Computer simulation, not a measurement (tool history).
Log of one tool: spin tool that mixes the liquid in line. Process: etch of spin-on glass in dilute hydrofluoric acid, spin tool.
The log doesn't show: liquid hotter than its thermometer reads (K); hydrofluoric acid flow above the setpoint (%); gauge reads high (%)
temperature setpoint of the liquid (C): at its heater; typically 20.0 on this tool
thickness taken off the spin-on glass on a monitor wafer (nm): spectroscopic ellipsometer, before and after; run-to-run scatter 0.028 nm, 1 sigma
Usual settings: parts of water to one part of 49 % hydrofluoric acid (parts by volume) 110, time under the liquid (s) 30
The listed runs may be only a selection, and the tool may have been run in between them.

run	day	temperature setpoint of the liquid (C)	parts of water to one part of 49 % hydrofluoric acid (parts by volume)	time under the liquid (s)	wafers since the last listed run	hours since the thermometer was replaced	hours since the hydrofluoric acid flow meter was replaced	hours since the gauge calibration	read-back film thickness of the spin-on glass reference wafer, read on the same gauge (nm)	thickness taken off the spin-on glass on a monitor wafer (nm)
1	0.000	20.0	140	30	0	2391.0	1029.8	715.8	30.028	4.586
2	2.046	20.0	140	30	624	2440.1	1078.9	764.9	30.047	4.578
3	5.000	20.0	110	30	902	2511.0	1149.8	835.8	29.979	6.136
4	6.767	20.0	110	30	539	2553.4	1192.2	878.2	29.988	6.138
5	9.633	20.0	110	30	875	2622.2	1261.0	947.0	30.027	6.123
6	11.042	20.0	145	30	430	2656.0	1294.8	980.8	30.036	4.485
7	12.458	20.0	145	30	432	2690.0	1328.8	1014.8	29.980	4.470
8	15.183	20.0	145	30	832	2755.4	1394.2	1080.2	29.974	4.525
# day 20.208: thermometer replaced
9	22.354	20.0	110	30	2177	51.5	1566.3	1252.3	30.007	5.941
10	29.021	20.0	110	30	2036	211.5	1726.3	1412.3	30.021	6.046
11	31.329	20.0	110	30	705	266.9	1781.7	1467.7	30.016	6.018
# day 31.954: gauge calibrated
12	33.388	20.0	110	30	628	316.3	1831.1	34.4	29.989	6.102
13	35.779	17.0	110	30	730	373.7	1888.5	91.8	30.038	5.398
14	38.000	18.5	110	20	678	427.0	1941.8	145.1	30.003	3.813
15	40.038	22.0	110	30	622	475.9	1990.7	194.0	30.000	6.611
16	41.642	20.0	110	30	489	514.4	2029.2	232.5	29.966	6.050
17	43.892	23.5	110	30	687	568.4	2083.2	286.5	29.967	7.048
18	45.662	20.0	110	30	540	610.9	2125.7	329.0	29.931	6.087
19	47.283	18.5	150	30	495	649.8	2164.6	367.9	30.018	4.102
# day 47.967: hydrofluoric acid flow meter replaced
20	49.808	22.5	80	45	758	710.4	44.2	428.5	30.018	13.540
21	51.688	20.0	110	30	573	755.5	89.3	473.6	29.957	5.750
22	53.175	23.5	80	30	454	791.2	125.0	509.3	29.998	9.436
23	55.762	22.0	80	40	790	853.3	187.1	571.4	30.022	11.885
24	58.204	20.0	110	30	745	911.9	245.7	630.0	30.011	5.719
25	60.046	23.5	95	45	562	956.1	289.9	674.2	30.013	11.626
26	62.796	18.5	145	45	839	1022.1	355.9	740.2	30.034	5.997
27	64.246	23.5	145	40	442	1056.9	390.7	775.0	30.012	6.485

What the log doesn't show, run by run:
gauge reads high (%): 0 across all the runs
H1: liquid hotter than its thermometer reads (K)
H2: hydrofluoric acid flow above the setpoint (%)
run	H1	H2
1	1.14	4.72
2	1.16	4.93
3	1.2	5.23
4	1.22	5.41
5	1.25	5.7
6	1.27	5.84
7	1.28	5.99
8	1.31	6.26
9	0.228	6.99
10	0.303	7.67
11	0.33	7.9
12	0.353	8.11
13	0.38	8.36
14	0.406	8.58
15	0.429	8.79
16	0.447	8.95
17	0.473	9.18
18	0.493	9.36
19	0.511	9.52
20	0.54	1.94
21	0.561	2.13
22	0.578	2.29
23	0.608	2.55
24	0.636	2.8
25	0.657	2.98
26	0.688	3.26
27	0.704	3.41

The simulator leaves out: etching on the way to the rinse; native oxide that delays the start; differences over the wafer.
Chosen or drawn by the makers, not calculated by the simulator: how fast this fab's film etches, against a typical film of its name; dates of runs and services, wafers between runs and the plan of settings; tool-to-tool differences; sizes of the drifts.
